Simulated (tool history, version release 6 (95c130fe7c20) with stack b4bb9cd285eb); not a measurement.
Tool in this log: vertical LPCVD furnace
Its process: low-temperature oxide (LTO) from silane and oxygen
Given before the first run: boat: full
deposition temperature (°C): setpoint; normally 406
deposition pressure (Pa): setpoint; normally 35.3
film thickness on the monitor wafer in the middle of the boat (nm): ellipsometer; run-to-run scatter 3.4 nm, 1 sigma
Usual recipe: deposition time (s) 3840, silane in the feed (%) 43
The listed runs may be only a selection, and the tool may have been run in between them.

run,hour,deposition temperature (°C),deposition pressure (Pa),deposition time (s),silane in the feed (%),wafers since the last listed run,hours since the last temperature calibration,hours since the pressure gauge was zeroed,hours since the silane flow controller was replaced,hours since the gauge calibration,"read-back reference wafer on the same gauge, thickness",film thickness on the monitor wafer in the middle of the boat (nm)
1,0.0,406,31.3,3540,43,0,3080.6,2036.5,6244.3,727.2,716.12,634.18
2,23.0,406,35.3,3840,43,319,3103.6,2059.5,6267.3,750.2,716.22,787.15
3,42.5,406,35.3,3840,43,271,3123.1,2079.0,6286.8,769.7,715.88,780.72
# hour 78.4: pressure gauge zeroed
4,78.9,413,35.3,3840,43,172,3159.5,0.5,6323.2,806.1,716.87,929.82
5,84.5,413,35.3,3840,43,77,3165.1,6.1,6328.8,811.7,715.80,934.13
6,112.4,406,35.3,4230,43,387,3193.0,34.0,6356.7,839.6,717.03,956.29
# hour 132.5: gauge calibrated
7,136.1,410,35.3,3840,43,329,3216.7,57.7,6380.4,3.6,714.79,901.52
8,157.0,410,35.3,3840,43,290,3237.6,78.6,6401.3,24.5,715.87,902.01
9,173.7,406,35.3,3840,43,232,3254.3,95.3,6418.0,41.2,714.82,859.88
10,193.4,406,35.3,3840,43,273,3274.0,115.0,6437.7,60.9,716.59,868.61
11,222.0,400,35.3,3840,43,397,3302.6,143.6,6466.3,89.5,716.18,814.81
# hour 260.3: pressure gauge zeroed, repeated, since the last time left the tool worse
12,260.8,406,35.3,3840,43,205,3341.4,0.5,6505.1,128.3,716.18,811.38
13,273.0,413,35.3,3840,43,169,3353.6,12.7,6517.3,140.5,715.92,884.11
14,295.4,395,28.7,3840,43,311,3376.0,35.1,6539.7,162.9,717.24,592.30
15,327.1,397,35.3,3840,49,440,3407.7,66.8,6571.4,194.6,715.78,851.27
# hour 375.1: thermocouples replaced and temperature profile calibrated
# hour 376.9: silane flow controller replaced
16,377.4,406,35.3,3840,43,340,2.3,117.1,0.5,244.9,716.51,816.29
17,383.0,406,35.3,5040,48,77,7.9,122.7,6.1,250.5,715.13,1202.25
18,391.2,406,29.3,4530,46,113,16.1,130.9,14.3,258.7,715.42,855.19
19,405.8,410,35.3,2880,43,202,30.7,145.5,28.9,273.3,717.01,640.08
20,439.1,406,30.7,4650,43,462,64.0,178.8,62.2,306.6,715.97,861.84
21,465.4,397,35.3,3840,43,365,90.3,205.1,88.5,332.9,715.38,742.13
22,495.3,406,31.3,3540,43,415,120.2,235.0,118.4,362.8,715.63,669.31
23,529.8,406,35.3,5130,43,479,154.7,269.5,152.9,397.3,715.69,1093.80
24,552.6,395,35.3,3840,43,316,177.5,292.3,175.7,420.1,715.42,724.80
25,584.8,406,35.3,3840,43,447,209.7,324.5,207.9,452.3,716.97,813.41
26,615.9,395,35.3,3360,43,432,240.8,355.6,239.0,483.4,716.24,633.16
27,638.7,406,35.3,3840,43,316,263.6,378.4,261.8,506.2,716.76,810.10
28,667.8,406,35.3,3840,43,404,292.7,407.5,290.9,535.3,716.62,813.24
29,699.3,410,35.3,4500,38,437,324.2,439.0,322.4,566.8,716.45,863.38
30,718.9,406,35.3,3840,43,272,343.8,458.6,342.0,586.4,716.63,812.14

Selected run-to-run steps in film thickness on the monitor wafer in the middle of the boat (nm), each split into two signed amounts: the part the tool would show with no hidden state at all (from settings, incoming material and random variation), and the remainder, which goes to the hidden state together with any gauge scatter not common to the measured and the hidden-state-free results:
Hidden state at play: true tube temperature minus thermocouple reading, K; true pressure minus gauge reading, mTorr; deviation of the silane flow from its setpoint, %; gauge reads high (%).
Run 3 -> 4: deposition temperature (°C) 406 -> 413, pressure gauge zeroed. film thickness on the monitor wafer in the middle of the boat (nm) +149.10: hidden state +91.49, all else +57.61.
Run 6 -> 7: deposition temperature (°C) 406 -> 410, deposition time (s) 4230 -> 3840, gauge calibrated. film thickness on the monitor wafer in the middle of the boat (nm) -54.77: hidden state -3.67, all else -51.10.
Run 11 -> 12: deposition temperature (°C) 400 -> 406, pressure gauge zeroed, repeated, since the last time left the tool worse. film thickness on the monitor wafer in the middle of the boat (nm) -3.43: hidden state -45.32, all else +41.89.
Run 16 -> 17: deposition time (s) 3840 -> 5040, silane in the feed (%) 43 -> 48. film thickness on the monitor wafer in the middle of the boat (nm) +385.96: hidden state +0.25, all else +385.71.
Run 22 -> 23: deposition pressure (Pa) 31.3 -> 35.3, deposition time (s) 3540 -> 5130. film thickness on the monitor wafer in the middle of the boat (nm) +424.49: hidden state -1.11, all else +425.60.
Run 23 -> 24: deposition temperature (°C) 406 -> 395, deposition time (s) 5130 -> 3840. film thickness on the monitor wafer in the middle of the boat (nm) -369.00: hidden state +0.38, all else -369.38.
